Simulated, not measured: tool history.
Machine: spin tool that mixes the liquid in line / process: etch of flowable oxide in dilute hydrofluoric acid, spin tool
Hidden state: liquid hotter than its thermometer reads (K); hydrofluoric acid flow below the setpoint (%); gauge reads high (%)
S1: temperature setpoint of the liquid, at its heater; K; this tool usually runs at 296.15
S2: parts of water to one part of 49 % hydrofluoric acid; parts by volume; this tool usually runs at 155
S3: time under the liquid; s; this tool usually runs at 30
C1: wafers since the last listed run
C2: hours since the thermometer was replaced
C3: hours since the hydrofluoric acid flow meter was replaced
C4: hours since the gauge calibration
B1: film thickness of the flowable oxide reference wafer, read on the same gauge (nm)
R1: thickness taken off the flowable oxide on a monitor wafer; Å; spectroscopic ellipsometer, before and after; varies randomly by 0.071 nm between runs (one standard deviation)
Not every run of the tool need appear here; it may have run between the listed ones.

Run 1, hour 0.0: usual settings; C1 0; C2 9.2; C3 694.5; C4 403.0; B1 39.98. Result: R1 76.3 Å.
At hour 0.9: gauge calibrated.
Run 2, hour 16.4: usual settings but S3 45 s; C1 368; C2 25.6; C3 710.9; C4 15.5; B1 40.01. Result: R1 115.0 Å.
Run 3, hour 26.4: usual settings but S3 45 s; C1 224; C2 35.6; C3 720.9; C4 25.5; B1 40.01. Result: R1 117.2 Å.
Run 4, hour 41.4: usual settings; C1 337; C2 50.6; C3 735.9; C4 40.5; B1 39.99. Result: R1 76.6 Å.
Run 5, hour 49.9: usual settings; C1 191; C2 59.1; C3 744.4; C4 49.0; B1 40.00. Result: R1 78.0 Å.
Run 6, hour 60.8: usual settings; C1 245; C2 70.0; C3 755.3; C4 59.9; B1 40.00. Result: R1 78.5 Å.
Run 7, hour 68.1: usual settings; C1 164; C2 77.3; C3 762.6; C4 67.2; B1 40.00. Result: R1 76.8 Å.
At hour 75.3: hydrofluoric acid flow meter replaced.
Run 8, hour 85.5: usual settings; C1 368; C2 94.7; C3 10.2; C4 84.6; B1 39.98. Result: R1 75.9 Å.
Run 9, hour 103.5: usual settings; C1 404; C2 112.7; C3 28.2; C4 102.6; B1 39.99. Result: R1 78.7 Å.
Run 10, hour 113.8: usual settings; C1 231; C2 123.0; C3 38.5; C4 112.9; B1 40.00. Result: R1 76.4 Å.
Run 11, hour 126.6: usual settings; C1 287; C2 135.8; C3 51.3; C4 125.7; B1 39.99. Result: R1 77.5 Å.
Run 12, hour 142.8: usual settings; C1 364; C2 152.0; C3 67.5; C4 141.9; B1 40.00. Result: R1 77.0 Å.
Run 13, hour 150.1: usual settings but S1 299.15 K, S2 200 parts by volume; C1 164; C2 159.3; C3 74.8; C4 149.2; B1 40.01. Result: R1 64.4 Å.
Run 14, hour 166.2: usual settings but S1 293.65 K, S3 15 s; C1 361; C2 175.4; C3 90.9; C4 165.3; B1 40.01. Result: R1 36.0 Å.
Run 15, hour 173.4: usual settings but S1 293.65 K, S3 40 s; C1 161; C2 182.6; C3 98.1; C4 172.5; B1 40.01. Result: R1 92.9 Å.
Run 16, hour 185.8: usual settings but S1 292.15 K, S2 200 parts by volume, S3 15 s; C1 278; C2 195.0; C3 110.5; C4 184.9; B1 39.98. Result: R1 24.6 Å.
Run 17, hour 193.5: usual settings but S2 120 parts by volume; C1 173; C2 202.7; C3 118.2; C4 192.6; B1 40.00. Result: R1 104.1 Å.
Run 18, hour 209.9: usual settings but S1 299.15 K, S2 200 parts by volume; C1 368; C2 219.1; C3 134.6; C4 209.0; B1 39.99. Result: R1 63.8 Å.
Run 19, hour 226.1: usual settings but S1 299.65 K, S2 85 parts by volume, S3 20 s; C1 364; C2 235.3; C3 150.8; C4 225.2; B1 39.99. Result: R1 118.8 Å.
Run 20, hour 237.3: usual settings but S1 298.65 K, S3 45 s; C1 251; C2 246.5; C3 162.0; C4 236.4; B1 40.00. Result: R1 126.8 Å.
Run 21, hour 247.1: usual settings but S1 300.65 K, S2 235 parts by volume, S3 45 s; C1 220; C2 256.3; C3 171.8; C4 246.2; B1 39.99. Result: R1 82.9 Å.
Run 22, hour 253.4: usual settings but S1 297.65 K; C1 141; C2 262.6; C3 178.1; C4 252.5; B1 39.99. Result: R1 83.2 Å.
Run 23, hour 270.8: usual settings but S1 300.15 K, S2 120 parts by volume; C1 391; C2 280.0; C3 195.5; C4 269.9; B1 40.02. Result: R1 120.4 Å.
Run 24, hour 286.3: usual settings; C1 348; C2 295.5; C3 211.0; C4 285.4; B1 40.00. Result: R1 78.2 Å.
Run 25, hour 293.8: usual settings but S2 125 parts by volume, S3 25 s; C1 168; C2 303.0; C3 218.5; C4 292.9; B1 39.97. Result: R1 82.7 Å.
Run 26, hour 310.9: usual settings; C1 384; C2 320.1; C3 235.6; C4 310.0; B1 40.00. Result: R1 78.9 Å.
Run 27, hour 328.5: usual settings; C1 395; C2 337.7; C3 253.2; C4 327.6; B1 40.00. Result: R1 78.5 Å.
Run 28, hour 345.0: usual settings; C1 370; C2 354.2; C3 269.7; C4 344.1; B1 40.00. Result: R1 78.2 Å.
Run 29, hour 357.0: usual settings but S1 294.65 K, S2 190 parts by volume, S3 25 s; C1 269; C2 366.2; C3 281.7; C4 356.1; B1 40.01. Result: R1 49.3 Å.
Run 30, hour 373.9: usual settings but S2 230 parts by volume, S3 45 s; C1 379; C2 383.1; C3 298.6; C4 373.0; B1 40.00. Result: R1 72.3 Å.
At hour 381.9: gauge calibrated.
Run 31, hour 382.5: usual settings but S2 205 parts by volume; C1 193; C2 391.7; C3 307.2; C4 0.6; B1 40.01. Result: R1 57.3 Å.
Run 32, hour 390.5: usual settings but S2 105 parts by volume, S3 15 s; C1 179; C2 399.7; C3 315.2; C4 8.6; B1 40.02. Result: R1 61.7 Å.
Run 33, hour 403.0: usual settings but S1 294.65 K; C1 281; C2 412.2; C3 327.7; C4 21.1; B1 39.99. Result: R1 74.6 Å.

5 ways to go on from here, each from the tool as it stands after run 33. What would each give?
Run A, hour 403.4: usual settings; C1 8; C2 412.6; C3 328.1; C4 21.5; B1 ?. Result: R1 ?.
Run B, hour 403.4: usual settings but S1 299.15 K, S2 190 parts by volume; C1 8; C2 412.6; C3 328.1; C4 21.5; B1 ?. Result: R1 ?.
Run C, hour 403.4: usual settings but S1 299.15 K, S3 40 s; C1 8; C2 412.6; C3 328.1; C4 21.5; B1 ?. Result: R1 ?.
Run D, hour 403.4: usual settings but S3 50 s; C1 8; C2 412.6; C3 328.1; C4 21.5; B1 ?. Result: R1 ?.
Run E, hour 403.4: usual settings but S1 298.65 K, S3 40 s; C1 8; C2 412.6; C3 328.1; C4 21.5; B1 ?. Result: R1 ?.

run     B1     R1
  A  40.00   78.2
  B  40.00   68.5
  C  40.00  116.7
  D  40.00  130.3
  E  40.00  114.5
Without the tool's unlogged condition, the same runs would have read:
run     R1
  A   75.8
  B   66.5
  C  113.2
  D  126.3
  E  111.2
